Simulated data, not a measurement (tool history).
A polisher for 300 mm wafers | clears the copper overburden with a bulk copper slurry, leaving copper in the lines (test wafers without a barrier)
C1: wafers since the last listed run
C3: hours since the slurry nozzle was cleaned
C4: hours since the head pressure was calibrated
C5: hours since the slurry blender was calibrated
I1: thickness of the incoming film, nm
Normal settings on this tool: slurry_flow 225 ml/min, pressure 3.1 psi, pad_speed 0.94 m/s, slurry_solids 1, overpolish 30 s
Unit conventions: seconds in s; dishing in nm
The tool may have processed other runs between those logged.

{"run": 1, "hour": 0.0, "slurry_flow": 225, "pressure": 3.1, "pad_speed": 0.94, "slurry_solids": 1, "overpolish": 30, "C1": 0, "wafers polished on this pad": 831, "C3": 195.5, "C4": 744.2, "C5": 123.8, "I1": 942.8, "seconds": 101.6, "dishing": 106.3}
{"run": 2, "hour": 12.7, "slurry_flow": 225, "pressure": 3.1, "pad_speed": 0.94, "slurry_solids": 1, "overpolish": 30, "C1": 93, "wafers polished on this pad": 925, "C3": 208.2, "C4": 756.9, "C5": 136.5, "I1": 929.5, "seconds": 105, "dishing": 106.8}
{"hour": 22.3, "done": "slurry blender recalibrated"}
{"run": 3, "hour": 23.6, "slurry_flow": 225, "pressure": 3.1, "pad_speed": 0.94, "slurry_solids": 1, "overpolish": 30, "C1": 65, "wafers polished on this pad": 990, "C3": 219.1, "C4": 767.8, "C5": 1.3, "I1": 950.3, "seconds": 86.5, "dishing": 108.2}
{"hour": 31.0, "done": "slurry nozzle cleaned"}
{"run": 4, "hour": 37.8, "slurry_flow": 225, "pressure": 3.1, "pad_speed": 0.94, "slurry_solids": 1, "overpolish": 30, "C1": 97, "wafers polished on this pad": 1087, "C3": 6.8, "C4": 782, "C5": 15.5, "I1": 946.4, "seconds": 89.2, "dishing": 110.6}
{"run": 5, "hour": 44.4, "slurry_flow": 225, "pressure": 3.1, "pad_speed": 0.94, "slurry_solids": 1, "overpolish": 30, "C1": 48, "wafers polished on this pad": 1136, "C3": 13.4, "C4": 788.6, "C5": 22.1, "I1": 929.1, "seconds": 83.8, "dishing": 112.1}
{"run": 6, "hour": 55.6, "slurry_flow": 225, "pressure": 3.1, "pad_speed": 0.94, "slurry_solids": 1, "overpolish": 30, "C1": 82, "wafers polished on this pad": 1218, "C3": 24.6, "C4": 799.8, "C5": 33.3, "I1": 939.6, "seconds": 88.1, "dishing": 111.4}
{"run": 7, "hour": 65.7, "slurry_flow": 175, "pressure": 3.1, "pad_speed": 0.94, "slurry_solids": 1, "overpolish": 30, "C1": 74, "wafers polished on this pad": 1292, "C3": 34.7, "C4": 809.9, "C5": 43.4, "I1": 935.9, "seconds": 89.7, "dishing": 104.6}
{"hour": 78.7, "done": "worn pad replaced by a new one"}
{"run": 8, "hour": 82.7, "slurry_flow": 175, "pressure": 3.1, "pad_speed": 0.94, "slurry_solids": 1, "overpolish": 30, "C1": 95, "wafers polished on this pad": 29, "C3": 51.7, "C4": 826.9, "C5": 60.4, "I1": 953.5, "seconds": 97.1, "dishing": 104.7}
{"run": 9, "hour": 90.7, "slurry_flow": 175, "pressure": 3.1, "pad_speed": 0.94, "slurry_solids": 1, "overpolish": 30, "C1": 58, "wafers polished on this pad": 88, "C3": 59.7, "C4": 834.9, "C5": 68.4, "I1": 958.2, "seconds": 95.5, "dishing": 112.2}
{"run": 10, "hour": 107.8, "slurry_flow": 225, "pressure": 3.1, "pad_speed": 0.94, "slurry_solids": 1, "overpolish": 30, "C1": 125, "wafers polished on this pad": 213, "C3": 76.8, "C4": 852, "C5": 85.5, "I1": 939.4, "seconds": 90.1, "dishing": 105}
{"run": 11, "hour": 123.2, "slurry_flow": 245, "pressure": 3.1, "pad_speed": 0.94, "slurry_solids": 1, "overpolish": 30, "C1": 113, "wafers polished on this pad": 326, "C3": 92.2, "C4": 867.4, "C5": 100.9, "I1": 937.7, "seconds": 92.9, "dishing": 112}
{"run": 12, "hour": 139.2, "slurry_flow": 245, "pressure": 3.1, "pad_speed": 0.94, "slurry_solids": 1, "overpolish": 30, "C1": 117, "wafers polished on this pad": 444, "C3": 108.2, "C4": 883.4, "C5": 116.9, "I1": 936.7, "seconds": 94.2, "dishing": 110.1}
{"run": 13, "hour": 147.2, "slurry_flow": 225, "pressure": 3.1, "pad_speed": 0.94, "slurry_solids": 0.9, "overpolish": 30, "C1": 58, "wafers polished on this pad": 503, "C3": 116.2, "C4": 891.4, "C5": 124.9, "I1": 931, "seconds": 99.3, "dishing": 101.4}
{"run": 14, "hour": 160.4, "slurry_flow": 225, "pressure": 3.1, "pad_speed": 0.84, "slurry_solids": 1, "overpolish": 30, "C1": 97, "wafers polished on this pad": 600, "C3": 129.4, "C4": 904.6, "C5": 138.1, "I1": 943, "seconds": 112.7, "dishing": 98.6}
{"hour": 169.9, "done": "slurry blender recalibrated"}
{"run": 15, "hour": 177.4, "slurry_flow": 270, "pressure": 3.1, "pad_speed": 1.18, "slurry_solids": 1, "overpolish": 30, "C1": 110, "wafers polished on this pad": 710, "C3": 146.4, "C4": 921.6, "C5": 7.5, "I1": 946.5, "seconds": 73.4, "dishing": 117.7}
{"run": 16, "hour": 193.0, "slurry_flow": 225, "pressure": 3.1, "pad_speed": 0.94, "slurry_solids": 0.85, "overpolish": 30, "C1": 114, "wafers polished on this pad": 825, "C3": 162, "C4": 937.2, "C5": 23.1, "I1": 928.6, "seconds": 92.7, "dishing": 109.9}
{"run": 17, "hour": 207.2, "slurry_flow": 225, "pressure": 3.1, "pad_speed": 0.66, "slurry_solids": 1, "overpolish": 30, "C1": 104, "wafers polished on this pad": 929, "C3": 176.2, "C4": 951.4, "C5": 37.3, "I1": 927.2, "seconds": 116.6, "dishing": 100.8}
{"hour": 221.5, "done": "head pressure recalibrated"}
{"run": 18, "hour": 222.0, "slurry_flow": 225, "pressure": 3.1, "pad_speed": 0.72, "slurry_solids": 1, "overpolish": 30, "C1": 94, "wafers polished on this pad": 1023, "C3": 191, "C4": 0.5, "C5": 52.1, "I1": 936.8, "seconds": 105.7, "dishing": 103.2}
{"hour": 231.4, "done": "slurry nozzle cleaned"}
{"hour": 239.6, "done": "worn pad replaced by a new one"}
{"run": 19, "hour": 240.1, "slurry_flow": 225, "pressure": 3.1, "pad_speed": 0.94, "slurry_solids": 1, "overpolish": 30, "C1": 96, "wafers polished on this pad": 3, "C3": 8.7, "C4": 18.6, "C5": 70.2, "I1": 925.7, "seconds": 90.3, "dishing": 107.9}
{"run": 20, "hour": 252.7, "slurry_flow": 245, "pressure": 3.1, "pad_speed": 0.94, "slurry_solids": 1, "overpolish": 30, "C1": 92, "wafers polished on this pad": 96, "C3": 21.3, "C4": 31.2, "C5": 82.8, "I1": 955.5, "seconds": 94.9, "dishing": 103.3}
{"run": 21, "hour": 264.1, "slurry_flow": 225, "pressure": 3.1, "pad_speed": 0.94, "slurry_solids": 1, "overpolish": 30, "C1": 83, "wafers polished on this pad": 180, "C3": 32.7, "C4": 42.6, "C5": 94.2, "I1": 945.3, "seconds": 97.7, "dishing": 107.8}
{"run": 22, "hour": 278.3, "slurry_flow": 225, "pressure": 3.9, "pad_speed": 0.64, "slurry_solids": 0.9, "overpolish": 18, "C1": 104, "wafers polished on this pad": 284, "C3": 46.9, "C4": 56.8, "C5": 108.4, "I1": 955.1, "seconds": 107.3, "dishing": 82.1}
{"hour": 291.3, "done": "slurry blender recalibrated"}
{"run": 23, "hour": 293.4, "slurry_flow": 225, "pressure": 3.1, "pad_speed": 1.16, "slurry_solids": 1, "overpolish": 37, "C1": 96, "wafers polished on this pad": 380, "C3": 62, "C4": 71.9, "C5": 2.1, "I1": 948.5, "seconds": 72.7, "dishing": 123.1}
{"run": 24, "hour": 316.3, "slurry_flow": 265, "pressure": 3.1, "pad_speed": 0.84, "slurry_solids": 0.8, "overpolish": 30, "C1": 168, "wafers polished on this pad": 549, "C3": 84.9, "C4": 94.8, "C5": 25, "I1": 953.3, "seconds": 101.4, "dishing": 103.9}
{"run": 25, "hour": 325.5, "slurry_flow": 195, "pressure": 2.5, "pad_speed": 0.76, "slurry_solids": 1, "overpolish": 30, "C1": 67, "wafers polished on this pad": 616, "C3": 94.1, "C4": 104, "C5": 34.2, "I1": 938.4, "seconds": 124.8, "dishing": 89.3}
{"run": 26, "hour": 332.3, "slurry_flow": 300, "pressure": 3.1, "pad_speed": 1.16, "slurry_solids": 0.85, "overpolish": 30, "C1": 49, "wafers polished on this pad": 666, "C3": 100.9, "C4": 110.8, "C5": 41, "I1": 921.7, "seconds": 74.7, "dishing": 115.3}
{"run": 27, "hour": 344.8, "slurry_flow": 160, "pressure": 3.7, "pad_speed": 1.04, "slurry_solids": 1, "overpolish": 30, "C1": 91, "wafers polished on this pad": 758, "C3": 113.4, "C4": 123.3, "C5": 53.5, "I1": 935, "seconds": 73.1, "dishing": 120.8}
{"run": 28, "hour": 357.8, "slurry_flow": 225, "pressure": 3.1, "pad_speed": 0.94, "slurry_solids": 1.15, "overpolish": 30, "C1": 95, "wafers polished on this pad": 854, "C3": 126.4, "C4": 136.3, "C5": 66.5, "I1": 924.7, "seconds": 84.7, "dishing": 108.4}
{"run": 29, "hour": 365.8, "slurry_flow": 225, "pressure": 2.6, "pad_speed": 0.94, "slurry_solids": 1, "overpolish": 30, "C1": 58, "wafers polished on this pad": 913, "C3": 134.4, "C4": 144.3, "C5": 74.5, "I1": 935.8, "seconds": 102.2, "dishing": 100.3}

Forecast each of these 3 alternatives for the next run:
{"run": "A", "hour": 366.3, "slurry_flow": 225, "pressure": 3.1, "pad_speed": 0.94, "slurry_solids": 1, "overpolish": 30, "C1": 3, "wafers polished on this pad": 916, "C3": 134.9, "C4": 144.8, "C5": 75, "I1": 939.9, "seconds": "?", "dishing": "?"}
{"run": "B", "hour": 366.3, "slurry_flow": 160, "pressure": 3.1, "pad_speed": 1.12, "slurry_solids": 1, "overpolish": 19, "C1": 3, "wafers polished on this pad": 916, "C3": 134.9, "C4": 144.8, "C5": 75, "I1": 939.9, "seconds": "?", "dishing": "?"}
{"run": "C", "hour": 366.3, "slurry_flow": 225, "pressure": 3.1, "pad_speed": 1.1, "slurry_solids": 1.25, "overpolish": 30, "C1": 3, "wafers polished on this pad": 916, "C3": 134.9, "C4": 144.8, "C5": 75, "I1": 939.9, "seconds": "?", "dishing": "?"}

run=A seconds=89.7 dishing=108.8
run=B seconds=82.8 dishing=93.4
run=C seconds=74.5 dishing=114.8
Take away the tool's hidden state, keep each run's random variation, and the runs would have read:
run=A seconds=82.9 dishing=111.5
run=B seconds=76.6 dishing=96.9
run=C seconds=68.7 dishing=117
